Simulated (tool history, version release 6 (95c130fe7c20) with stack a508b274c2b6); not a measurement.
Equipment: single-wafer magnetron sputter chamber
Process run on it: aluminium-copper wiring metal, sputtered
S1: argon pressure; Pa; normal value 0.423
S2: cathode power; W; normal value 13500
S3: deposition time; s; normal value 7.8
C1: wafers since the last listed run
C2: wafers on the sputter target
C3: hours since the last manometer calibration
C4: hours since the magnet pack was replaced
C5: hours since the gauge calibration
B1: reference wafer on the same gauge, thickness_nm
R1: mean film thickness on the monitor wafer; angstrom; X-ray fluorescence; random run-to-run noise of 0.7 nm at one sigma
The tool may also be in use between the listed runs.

run	hour	S1	S2	S3	C1	C2	C3	C4	C5	B1	R1
1	0	0.423	13500	8.78	0	8170	887.2	5337	675.2	171.059	2128.45
# hour 62.1: sputter target and shields replaced
2	65.7	0.423	13500	8.78	1213	76	952.9	5402.7	740.9	171.02	2159.04
3	103.1	0.423	13500	7.8	786	862	990.3	5440.1	778.3	170.932	1921.89
4	127.2	0.423	13500	7.8	507	1370	1014.4	5464.2	802.4	171.054	1905.07
5	211.7	0.423	13500	7.8	1777	3147	1098.9	5548.7	886.9	171.019	1906.26
6	269.3	0.423	13500	7.8	1211	4359	1156.5	5606.3	944.5	171.242	1888.39
7	329.3	0.423	13500	8.79	1262	5621	1216.5	5666.3	1004.5	170.996	2134
8	474.3	0.423	13500	8.79	3050	8672	1361.5	5811.3	1149.5	170.947	2091.46
9	520.9	0.537	13500	8.14	980	9652	1408.1	5857.9	1196.1	171.097	1767.24
# hour 528.9: sputter target and shields replaced
10	569.4	0.537	13500	8.14	852	851	1456.6	5906.4	1244.6	171.003	1848.34
11	606.6	0.423	15800	8.87	782	1633	1493.8	5943.6	1281.8	171.011	2363.55
12	665.3	0.423	15800	8.87	1234	2868	1552.5	6002.3	1340.5	171.004	2334.4
13	708.4	0.423	15800	8.87	906	3775	1595.6	6045.4	1383.6	170.953	2331.44
# hour 715.5: gauge calibrated
# hour 742.6: magnet pack replaced
14	743.1	0.423	13500	7.8	561	4337	1630.3	0.5	27.6	171.139	1881.16
15	787	0.423	13500	7.8	923	5260	1674.2	44.4	71.5	171.022	1866.76
16	855.9	0.372	13500	7.8	1449	6710	1743.1	113.3	140.4	170.962	1915.08
17	891.2	0.528	15550	8.79	742	7453	1778.4	148.6	175.7	170.908	2088.57
18	916.1	0.327	10900	6.69	523	7976	1803.3	173.5	200.6	170.863	1499.82
19	981.7	0.423	14850	7.8	1380	9357	1868.9	239.1	266.2	171.041	1900.98
# hour 1027.7: sputter target and shields replaced
20	1028.2	0.503	13500	6.68	809	11	1915.4	285.6	312.7	171.035	1513.57
# hour 1083.9: capacitance manometer re-zeroed and calibrated
21	1084.4	0.551	13500	9.04	1014	1025	0.5	341.8	368.9	171.107	2092.25
22	1147.2	0.472	14400	7.8	1321	2346	63.3	404.6	431.7	170.926	1953.33
23	1216.6	0.423	13500	7.8	1460	3806	132.7	474	501.1	170.904	1940.1
24	1277.7	0.423	15800	8.87	1285	5092	193.8	535.1	562.2	170.951	2391.15
25	1338.6	0.499	15300	8.27	1281	6373	254.7	596	623.1	171.043	2078.55
26	1372.9	0.516	15450	8.2	721	7094	289	630.3	657.4	170.942	2029.87
27	1405.8	0.423	15800	8.87	692	7787	321.9	663.2	690.3	170.95	2354.22
# hour 1479.3: sputter target and shields replaced
28	1479.8	0.423	13500	7.8	1388	10	395.9	737.2	764.3	170.964	1947.1
29	1525.8	0.367	11150	9.03	967	978	441.9	783.2	810.3	171.117	2118.06
30	1608.6	0.522	13500	8.69	1741	2720	524.7	866	893.1	171.019	2029.03
31	1660.8	0.55	14600	6.45	1098	3818	576.9	918.2	945.3	170.812	1552.05
32	1688.7	0.423	15000	7.27	586	4405	604.8	946.1	973.2	171.077	1905.08
33	1871.4	0.423	13500	8.37	3843	8249	787.5	1128.8	1155.9	170.905	2022.59
# hour 1881.5: sputter target and shields replaced
34	1910.1	0.314	13500	6.61	645	600	826.2	1167.5	1194.6	170.916	1732.38
35	1981.9	0.498	10250	8.21	1510	2111	898	1239.3	1266.4	170.878	1678.48

Below are 3 alternative next runs, each starting from the tool's condition after run 35. Predict each:
A	1982.3	0.423	13500	7.8	8	2119	898.4	1239.7	1266.8	?	?
B	1982.3	0.423	15700	8.44	8	2119	898.4	1239.7	1266.8	?	?
C	1982.3	0.369	10350	9	8	2119	898.4	1239.7	1266.8	?	?

run	B1	R1
A	170.991	1920.93
B	170.991	2259.45
C	170.991	2005.51
Take away the tool's hidden state, keep each run's random variation, and the runs would have read:
run	R1
A	1953.97
B	2298.32
C	2037.29
